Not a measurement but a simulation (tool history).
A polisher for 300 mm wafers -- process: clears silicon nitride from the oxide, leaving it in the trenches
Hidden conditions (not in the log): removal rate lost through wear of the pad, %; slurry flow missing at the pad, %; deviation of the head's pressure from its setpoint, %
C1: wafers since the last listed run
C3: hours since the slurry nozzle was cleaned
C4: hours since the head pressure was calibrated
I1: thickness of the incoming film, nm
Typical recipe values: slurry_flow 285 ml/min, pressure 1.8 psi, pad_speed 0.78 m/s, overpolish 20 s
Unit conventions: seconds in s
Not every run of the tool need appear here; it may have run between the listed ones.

{"run": 1, "hour": 0.0, "slurry_flow": 285, "pressure": 1.8, "pad_speed": 0.78, "overpolish": 20, "C1": 0, "wafers polished on this pad": 848, "C3": 101.8, "C4": 877.7, "I1": 63.9, "seconds": 138.0}
{"hour": 3.1, "done": "worn pad replaced by a new one"}
{"run": 2, "hour": 6.8, "slurry_flow": 285, "pressure": 1.8, "pad_speed": 0.78, "overpolish": 20, "C1": 30, "wafers polished on this pad": 30, "C3": 108.6, "C4": 884.5, "I1": 64.4, "seconds": 127.9}
{"run": 3, "hour": 14.3, "slurry_flow": 285, "pressure": 1.8, "pad_speed": 0.78, "overpolish": 20, "C1": 63, "wafers polished on this pad": 93, "C3": 116.1, "C4": 892.0, "I1": 64.3, "seconds": 125.6}
{"run": 4, "hour": 29.7, "slurry_flow": 285, "pressure": 1.8, "pad_speed": 0.78, "overpolish": 20, "C1": 129, "wafers polished on this pad": 223, "C3": 131.5, "C4": 907.4, "I1": 64.5, "seconds": 130.7}
{"run": 5, "hour": 47.3, "slurry_flow": 285, "pressure": 1.8, "pad_speed": 0.84, "overpolish": 20, "C1": 147, "wafers polished on this pad": 371, "C3": 149.1, "C4": 925.0, "I1": 63.6, "seconds": 124.9}
{"run": 6, "hour": 63.7, "slurry_flow": 285, "pressure": 1.8, "pad_speed": 0.78, "overpolish": 20, "C1": 137, "wafers polished on this pad": 509, "C3": 165.5, "C4": 941.4, "I1": 65.7, "seconds": 133.5}
{"hour": 91.3, "done": "worn pad replaced by a new one"}
{"run": 7, "hour": 93.5, "slurry_flow": 285, "pressure": 1.8, "pad_speed": 0.78, "overpolish": 20, "C1": 216, "wafers polished on this pad": 18, "C3": 195.3, "C4": 971.2, "I1": 64.6, "seconds": 122.3}
{"run": 8, "hour": 105.8, "slurry_flow": 285, "pressure": 1.8, "pad_speed": 0.78, "overpolish": 20, "C1": 103, "wafers polished on this pad": 121, "C3": 207.6, "C4": 983.5, "I1": 65.0, "seconds": 127.7}
{"run": 9, "hour": 118.1, "slurry_flow": 285, "pressure": 1.6, "pad_speed": 0.98, "overpolish": 20, "C1": 103, "wafers polished on this pad": 225, "C3": 219.9, "C4": 995.8, "I1": 66.0, "seconds": 113.4}
{"run": 10, "hour": 130.9, "slurry_flow": 355, "pressure": 1.8, "pad_speed": 0.78, "overpolish": 20, "C1": 107, "wafers polished on this pad": 332, "C3": 232.7, "C4": 1008.6, "I1": 65.7, "seconds": 126.2}
{"run": 11, "hour": 138.9, "slurry_flow": 355, "pressure": 1.8, "pad_speed": 0.78, "overpolish": 20, "C1": 67, "wafers polished on this pad": 400, "C3": 240.7, "C4": 1016.6, "I1": 64.7, "seconds": 126.0}
{"run": 12, "hour": 156.1, "slurry_flow": 355, "pressure": 1.8, "pad_speed": 0.78, "overpolish": 20, "C1": 144, "wafers polished on this pad": 544, "C3": 257.9, "C4": 1033.8, "I1": 64.4, "seconds": 124.0}
{"run": 13, "hour": 171.2, "slurry_flow": 340, "pressure": 1.8, "pad_speed": 0.78, "overpolish": 26, "C1": 126, "wafers polished on this pad": 671, "C3": 273.0, "C4": 1048.9, "I1": 65.4, "seconds": 137.5}
{"run": 14, "hour": 180.0, "slurry_flow": 285, "pressure": 1.8, "pad_speed": 0.78, "overpolish": 20, "C1": 73, "wafers polished on this pad": 745, "C3": 281.8, "C4": 1057.7, "I1": 64.9, "seconds": 138.3}
{"hour": 190.0, "done": "worn pad replaced by a new one"}
{"run": 15, "hour": 197.8, "slurry_flow": 370, "pressure": 1.8, "pad_speed": 1.02, "overpolish": 20, "C1": 116, "wafers polished on this pad": 65, "C3": 299.6, "C4": 1075.5, "I1": 65.8, "seconds": 97.1}
{"run": 16, "hour": 205.0, "slurry_flow": 285, "pressure": 1.8, "pad_speed": 0.78, "overpolish": 20, "C1": 60, "wafers polished on this pad": 126, "C3": 306.8, "C4": 1082.7, "I1": 65.6, "seconds": 132.7}
{"run": 17, "hour": 217.8, "slurry_flow": 285, "pressure": 1.3, "pad_speed": 0.86, "overpolish": 20, "C1": 107, "wafers polished on this pad": 234, "C3": 319.6, "C4": 1095.5, "I1": 65.1, "seconds": 158.6}
{"run": 18, "hour": 231.4, "slurry_flow": 235, "pressure": 1.8, "pad_speed": 0.6, "overpolish": 14, "C1": 114, "wafers polished on this pad": 348, "C3": 333.2, "C4": 1109.1, "I1": 64.7, "seconds": 171.3}
{"run": 19, "hour": 247.2, "slurry_flow": 285, "pressure": 1.8, "pad_speed": 0.78, "overpolish": 10, "C1": 132, "wafers polished on this pad": 481, "C3": 349.0, "C4": 1124.9, "I1": 64.7, "seconds": 136.5}
{"run": 20, "hour": 256.8, "slurry_flow": 285, "pressure": 1.8, "pad_speed": 0.68, "overpolish": 27, "C1": 80, "wafers polished on this pad": 561, "C3": 358.6, "C4": 1134.5, "I1": 63.8, "seconds": 150.8}

Run 21, settings as shown, results not yet in. Your forecast:
{"run": 21, "hour": 267.5, "slurry_flow": 205, "pressure": 1.6, "pad_speed": 0.62, "overpolish": 9, "C1": 89, "wafers polished on this pad": 651, "C3": 369.3, "C4": 1145.2, "I1": 65.4, "seconds": "?"}

seconds: 202.0 s
On a tool with no hidden condition, and with the same random variation, this run would have come out at seconds 190.2 s.
